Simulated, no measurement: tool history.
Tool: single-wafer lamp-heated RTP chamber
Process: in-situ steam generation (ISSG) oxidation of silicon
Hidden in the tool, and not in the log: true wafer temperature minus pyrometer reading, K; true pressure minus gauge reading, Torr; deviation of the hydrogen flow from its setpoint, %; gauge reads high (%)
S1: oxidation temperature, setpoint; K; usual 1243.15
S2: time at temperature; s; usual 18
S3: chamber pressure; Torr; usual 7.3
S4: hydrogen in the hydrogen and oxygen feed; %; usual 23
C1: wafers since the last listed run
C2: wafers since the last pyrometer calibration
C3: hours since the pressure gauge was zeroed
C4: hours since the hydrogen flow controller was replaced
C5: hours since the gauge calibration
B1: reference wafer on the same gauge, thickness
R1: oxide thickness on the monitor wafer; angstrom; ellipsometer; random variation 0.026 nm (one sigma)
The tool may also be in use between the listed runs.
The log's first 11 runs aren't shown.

Run 12, hour 973.2: usual settings but S1 1251.15 K, S2 11 s, S4 28 %; C1 535; C2 2690; C3 127.2; C4 575.0; C5 246.7; B1 4.683. Result: R1 43.27 angstrom.
Run 13, hour 1056.7: usual settings but S3 8.3 Torr; C1 797; C2 3488; C3 210.7; C4 658.5; C5 330.2; B1 4.689. Result: R1 48.83 angstrom.
Run 14, hour 1155.3: usual settings but S4 17 %; C1 942; C2 4430; C3 309.3; C4 757.1; C5 428.8; B1 4.687. Result: R1 45.55 angstrom.
Run 15, hour 1223.7: usual settings but S1 1236.15 K, S4 15 %; C1 653; C2 5084; C3 377.7; C4 825.5; C5 497.2; B1 4.683. Result: R1 43.20 angstrom.
Run 16, hour 1293.3: usual settings but S1 1234.15 K, S4 16 %; C1 664; C2 5749; C3 447.3; C4 895.1; C5 566.8; B1 4.690. Result: R1 44.13 angstrom.
Run 17, hour 1385.9: usual settings but S1 1256.15 K, S2 13 s, S3 7.9 Torr, S4 29 %; C1 884; C2 6633; C3 539.9; C4 987.7; C5 659.4; B1 4.691. Result: R1 48.43 angstrom.
At hour 1438.0: pyrometer window cleaned and pyrometer calibrated.
Run 18, hour 1438.5: usual settings but S1 1239.15 K, S4 30 %; C1 426; C2 4; C3 592.5; C4 1040.3; C5 712.0; B1 4.684. Result: R1 50.56 angstrom.
Run 19, hour 1490.1: usual settings; C1 492; C2 497; C3 644.1; C4 1091.9; C5 763.6; B1 4.688. Result: R1 48.54 angstrom.
Run 20, hour 1534.1: usual settings but S3 6.9 Torr; C1 420; C2 917; C3 688.1; C4 1135.9; C5 807.6; B1 4.684. Result: R1 48.25 angstrom.
Run 21, hour 1618.4: usual settings but S3 8.2 Torr; C1 805; C2 1723; C3 772.4; C4 1220.2; C5 891.9; B1 4.688. Result: R1 48.27 angstrom.
Run 22, hour 1790.2: usual settings but S1 1226.15 K, S2 20 s; C1 1641; C2 3364; C3 944.2; C4 1392.0; C5 1063.7; B1 4.683. Result: R1 47.77 angstrom.
Run 23, hour 1873.7: usual settings but S3 6.9 Torr, S4 14 %; C1 797; C2 4162; C3 1027.7; C4 1475.5; C5 1147.2; B1 4.686. Result: R1 43.46 angstrom.
Run 24, hour 1933.3: usual settings; C1 569; C2 4731; C3 1087.3; C4 1535.1; C5 1206.8; B1 4.698. Result: R1 49.35 angstrom.
Run 25, hour 1985.9: usual settings; C1 502; C2 5234; C3 1139.9; C4 1587.7; C5 1259.4; B1 4.686. Result: R1 49.03 angstrom.
Run 26, hour 2042.4: usual settings but S1 1230.15 K, S2 15 s, S3 6.9 Torr, S4 17 %; C1 539; C2 5774; C3 1196.4; C4 1644.2; C5 1315.9; B1 4.693. Result: R1 40.65 angstrom.
Run 27, hour 2079.1: usual settings but S2 22 s, S3 6.9 Torr, S4 26 %; C1 350; C2 6124; C3 1233.1; C4 1680.9; C5 1352.6; B1 4.690. Result: R1 55.06 angstrom.
Run 28, hour 2169.8: usual settings; C1 866; C2 6991; C3 1323.8; C4 1771.6; C5 1443.3; B1 4.690. Result: R1 50.04 angstrom.
Run 29, hour 2215.8: usual settings; C1 439; C2 7430; C3 1369.8; C4 1817.6; C5 1489.3; B1 4.677. Result: R1 49.53 angstrom.
Run 30, hour 2297.9: usual settings; C1 784; C2 8215; C3 1451.9; C4 1899.7; C5 1571.4; B1 4.684. Result: R1 49.33 angstrom.
At hour 2382.6: pyrometer window cleaned and pyrometer calibrated.
Run 31, hour 2396.8: usual settings but S1 1233.15 K, S2 14 s, S3 8.0 Torr, S4 29 %; C1 868; C2 135; C3 1550.8; C4 1998.6; C5 1670.3; B1 4.689. Result: R1 45.39 angstrom.
Run 32, hour 2468.2: usual settings but S1 1229.15 K, S2 16 s, S3 8.4 Torr, S4 15 %; C1 682; C2 817; C3 1622.2; C4 2070.0; C5 1741.7; B1 4.690. Result: R1 39.65 angstrom.

3 ways to go on from here, each from the tool as it stands after run 32. What would each give?
Run A, hour 2468.7: usual settings but S2 13 s; C1 4; C2 822; C3 1622.7; C4 2070.5; C5 1742.2; B1 ?. Result: R1 ?.
Run B, hour 2468.7: usual settings but S4 26 %; C1 4; C2 822; C3 1622.7; C4 2070.5; C5 1742.2; B1 ?. Result: R1 ?.
Run C, hour 2468.7: usual settings but S1 1253.15 K, S4 32 %; C1 4; C2 822; C3 1622.7; C4 2070.5; C5 1742.2; B1 ?. Result: R1 ?.

run     B1     R1
  A  4.687  42.25
  B  4.687  49.78
  C  4.687  54.57
Without the tool's hidden state the same runs would have given:
run     R1
  A  42.09
  B  49.57
  C  54.32
